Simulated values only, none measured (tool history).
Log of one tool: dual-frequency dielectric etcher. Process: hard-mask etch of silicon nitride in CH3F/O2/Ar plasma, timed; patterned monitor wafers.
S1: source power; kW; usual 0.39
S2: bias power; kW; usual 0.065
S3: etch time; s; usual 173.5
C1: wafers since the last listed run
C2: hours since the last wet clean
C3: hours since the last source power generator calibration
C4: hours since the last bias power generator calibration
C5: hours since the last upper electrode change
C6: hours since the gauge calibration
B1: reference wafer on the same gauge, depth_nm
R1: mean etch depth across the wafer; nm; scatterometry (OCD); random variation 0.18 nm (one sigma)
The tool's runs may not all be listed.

run	day	S1	S2	S3	C1	C2	C3	C4	C5	C6	B1	R1
1	0	0.39	0.065	157.5	0	385.1	3041.9	4471.8	5627.3	141.2	114	105
2	0.571	0.39	0.065	157.5	67	398.8	3055.6	4485.5	5641	154.9	114	105.3
3	1.3	0.39	0.065	173.5	85	416.3	3073.1	4503	5658.5	172.4	114	115.6
4	1.692	0.39	0.065	173.5	45	425.7	3082.5	4512.4	5667.9	181.8	114	115.6
5	2.138	0.39	0.065	173.5	52	436.4	3093.2	4523.1	5678.6	192.5	114	115.3
6	2.85	0.39	0.061	173.5	83	453.5	3110.3	4540.2	5695.7	209.6	114	112.9
7	3.221	0.39	0.065	173.5	43	462.4	3119.2	4549.1	5704.6	218.5	114	115.4
8	3.796	0.39	0.065	160	67	476.2	3133	4562.9	5718.4	232.3	114	106
9	4.067	0.39	0.065	160	31	482.7	3139.5	4569.4	5724.9	238.8	114	106.1
# day 4.779: gauge calibrated
# day 5.221: wet clean of the chamber
10	5.242	0.39	0.065	157	20	0.5	3167.7	4597.6	5753.1	11.1	114	107.9
11	5.254	0.39	0.065	157	1	0.8	3168	4597.9	5753.4	11.4	114	107.8
12	5.425	0.39	0.065	157	20	4.9	3172.1	4602	5757.5	15.5	114	107.8
13	7.579	0.47	0.065	223	252	56.6	3223.8	4653.7	5809.2	67.2	114	163.4
14	8.088	0.39	0.065	173.5	59	68.8	3236	4665.9	5821.4	79.4	114	118.7
15	8.571	0.33	0.065	173.5	56	80.4	3247.6	4677.5	5833	91	114	111.3
16	8.967	0.49	0.073	138.5	46	89.9	3257.1	4687	5842.5	100.5	114	107.8
# day 9.525: source power generator calibrated
# day 10.021: upper electrode replaced
17	10.042	0.45	0.07	135.5	48	115.7	12.4	4712.8	0.5	126.3	114	100.4
18	10.229	0.46	0.055	198	22	120.2	16.9	4717.3	5	130.8	114	135.1
# day 10.654: bias power generator calibrated
19	10.712	0.39	0.065	173.5	37	131.8	28.5	1.4	16.6	142.4	114	118.3
20	10.992	0.35	0.056	215	32	138.5	35.2	8.1	23.3	149.1	114	133.1
21	12.438	0.39	0.07	173.5	169	173.2	69.9	42.8	58	183.8	114	121.3
22	12.992	0.42	0.065	173.5	65	186.5	83.2	56.1	71.3	197.1	114	121.6

Run 23 comes next. What will it give?
23	13.271	0.39	0.065	173.5	32	193.2	89.9	62.8	78	203.8	?	?

{"run 23": {"B1": 114, "R1": 117.9}}
Without the tool's hidden state the same run would have given R1 119.4 nm.

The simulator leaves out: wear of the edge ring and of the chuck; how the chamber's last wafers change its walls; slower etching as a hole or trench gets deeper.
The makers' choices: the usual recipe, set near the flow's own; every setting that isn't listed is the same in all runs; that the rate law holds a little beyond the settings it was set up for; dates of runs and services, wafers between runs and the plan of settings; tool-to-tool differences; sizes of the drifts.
